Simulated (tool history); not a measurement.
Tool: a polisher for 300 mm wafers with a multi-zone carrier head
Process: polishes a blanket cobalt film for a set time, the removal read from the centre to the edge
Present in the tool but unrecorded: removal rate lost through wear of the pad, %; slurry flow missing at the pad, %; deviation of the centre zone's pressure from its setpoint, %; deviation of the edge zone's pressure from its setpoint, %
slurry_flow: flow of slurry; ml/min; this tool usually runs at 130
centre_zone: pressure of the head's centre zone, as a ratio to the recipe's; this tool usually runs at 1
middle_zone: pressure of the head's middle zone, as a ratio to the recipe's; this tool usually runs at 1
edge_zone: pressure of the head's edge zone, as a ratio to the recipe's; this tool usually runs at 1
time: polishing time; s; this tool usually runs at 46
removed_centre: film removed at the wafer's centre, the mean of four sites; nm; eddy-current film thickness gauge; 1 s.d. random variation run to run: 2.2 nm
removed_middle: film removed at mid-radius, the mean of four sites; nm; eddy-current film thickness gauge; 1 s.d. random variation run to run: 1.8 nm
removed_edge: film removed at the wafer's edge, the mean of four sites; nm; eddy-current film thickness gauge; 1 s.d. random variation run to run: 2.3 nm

run   hour  slurry_flow  centre_zone  middle_zone  edge_zone  time  wafers since the last listed run  wafers polished on this pad  hours since the slurry nozzle was cleaned  hours since the centre zone pressure was calibrated  hours since the edge zone pressure was calibrated  hours since the carrier head's membrane was replaced  incoming thickness of the incoming film, nm  removed_centre  removed_middle  removed_edge
  1      0          130         0.92            1          1    46                                 0                          877                                      670.2                                                997.8                                                292                                                  2149                                        861.1           204.7           232.8         229.1
      23.6  -- edge zone pressure recalibrated
  2   24.1          130         0.92            1          1    46                               219                         1097                                      694.3                                               1021.9                                                0.5                                                2173.1                                          857           201.7           229.2         228.8
      47.7  -- carrier head's membrane replaced by a new one
  3   48.4          130         0.92            1          1    46                               191                         1288                                      718.6                                               1046.2                                               24.8                                                   0.7                                        861.4           202.8           229.5         227.2
      52.6  -- worn pad replaced by a new one
      58.9  -- slurry nozzle cleaned
  4   81.7          130            1            1          1    46                               280                          279                                       22.8                                               1079.5                                               58.1                                                    34                                        852.9           234.1           239.6         239.5
  5  140.7          130            1            1          1    46                               585                          864                                       81.8                                               1138.5                                              117.1                                                    93                                        873.6           225.2           229.3         227.4
  6    169          110            1            1          1    46                               280                         1145                                      110.1                                               1166.8                                              145.4                                                 121.3                                        860.1           210.2           222.4         222.7
  7  201.9          110            1            1          1    46                               326                         1472                                        143                                               1199.7                                              178.3                                                 154.2                                          857           208.5           216.2         219.9
     210.8  -- centre zone pressure recalibrated
     217.8  -- worn pad replaced by a new one
  8  219.6          130            1            1          1    46                               116                           17                                      160.7                                                  8.8                                                196                                                 171.9                                        852.8           234.7           241.4           241
  9  247.2          130            1         0.91          1    31                               273                          291                                      188.3                                                 36.4                                              223.6                                                 199.5                                          868           156.8           151.1         163.9
 10    266          130            1            1          1    46                               186                          478                                      207.1                                                 55.2                                              242.4                                                 218.3                                        857.6           230.8           237.6         239.1
 11  281.7          130            1            1          1    61                               155                          633                                      222.8                                                 70.9                                              258.1                                                   234                                        875.4           304.1           316.2         312.4
 12  317.3          145         0.89            1       1.12    46                               353                          987                                      258.4                                                106.5                                              293.7                                                 269.6                                        860.3           208.3           238.7         247.7
 13  344.8          130            1            1          1    46                               272                         1260                                      285.9                                                  134                                              321.2                                                 297.1                                          843           223.8           230.9         227.8
     356.7  -- worn pad replaced by a new one
 14  373.5          130            1         1.11          1    46                               245                          166                                      314.6                                                162.7                                              349.9                                                 325.8                                        864.5           234.2           265.4         239.7
     390.7  -- edge zone pressure recalibrated
 15  406.8          175            1         0.93       1.07    54                               310                          477                                      347.9                                                  196                                               16.1                                                 359.1                                        865.4           291.1           279.5         303.9
 16  441.5          130          1.1         0.92          1    46                               344                          821                                      382.6                                                230.7                                               50.8                                                 393.8                                        860.2           248.8           218.9         232.7
 17  469.6          145            1         0.96          1    46                               278                         1100                                      410.7                                                258.8                                               78.9                                                 421.9                                        860.5             228           232.8         232.2
     492.2  -- worn pad replaced by a new one
 18  492.7          115            1          1.1          1    46                               189                            4                                      433.8                                                281.9                                                102                                                   445                                        866.9           225.4           256.4         236.2
 19  508.6          130            1          0.9          1    33                               157                          162                                      449.7                                                297.8                                              117.9                                                 460.9                                        862.4           167.4             159         172.2
 20  526.3          130            1            1        1.1    46                               175                          338                                      467.4                                                315.5                                              135.6                                                 478.6                                        864.6           234.3             242         252.2
 21  555.8          130         0.95         0.96          1    46                               292                          630                                      496.9                                                  345                                              165.1                                                 508.1                                        855.7           219.9           229.9           235

How the hidden state differs across the entries between the runs, from the last listed run before each to the first after it:
Runs 1 to 2: edge zone pressure recalibrated (hour 23.6)
  removal rate lost through wear of the pad, %: 4.69 -> 5.75
  difference, measured minus the result without the unlogged condition, removed_centre: -10.1 -> -12.4 nm; removed_middle: -11.4 -> -14 nm; removed_edge: -11.3 -> -13.9 nm
Runs 2 to 3: carrier head's membrane replaced by a new one (hour 47.7)
  removal rate lost through wear of the pad, %: 5.75 -> 6.82
  difference, measured minus the result without the unlogged condition, removed_centre: -12.4 -> -14.8 nm; removed_middle: -14 -> -16.8 nm; removed_edge: -13.9 -> -16.6 nm
Runs 3 to 4: worn pad replaced by a new one (hour 52.6); slurry nozzle cleaned (hour 58.9)
  removal rate lost through wear of the pad, %: 6.82 -> 1.62
  difference, measured minus the result without the unlogged condition, removed_centre: -14.8 -> -3.9 nm; removed_middle: -16.8 -> -3.9 nm; removed_edge: -16.6 -> -3.9 nm
Runs 7 to 8: centre zone pressure recalibrated (hour 210.8); worn pad replaced by a new one (hour 217.8)
  removal rate lost through wear of the pad, %: 6.9 -> 0.354
  difference, measured minus the result without the unlogged condition, removed_centre: -15.4 -> -0.9 nm; removed_middle: -16 -> -0.9 nm; removed_edge: -16.3 -> -0.9 nm
Runs 13 to 14: worn pad replaced by a new one (hour 356.7)
  removal rate lost through wear of the pad, %: 5.86 -> 0.743
  difference, measured minus the result without the unlogged condition, removed_centre: -13.9 -> -1.8 nm; removed_middle: -14.3 -> -2 nm; removed_edge: -14.2 -> -1.8 nm
Runs 14 to 15: edge zone pressure recalibrated (hour 390.7)
  removal rate lost through wear of the pad, %: 0.743 -> 2.21
  difference, measured minus the result without the unlogged condition, removed_centre: -1.8 -> -6.5 nm; removed_middle: -2 -> -6.3 nm; removed_edge: -1.8 -> -6.8 nm
Runs 17 to 18: worn pad replaced by a new one (hour 492.2)
  removal rate lost through wear of the pad, %: 4.97 -> 0.0682
  difference, measured minus the result without the unlogged condition, removed_centre: -11.9 -> -0.2 nm; removed_middle: -12.2 -> -0.2 nm; removed_edge: -12.1 -> -0.2 nm
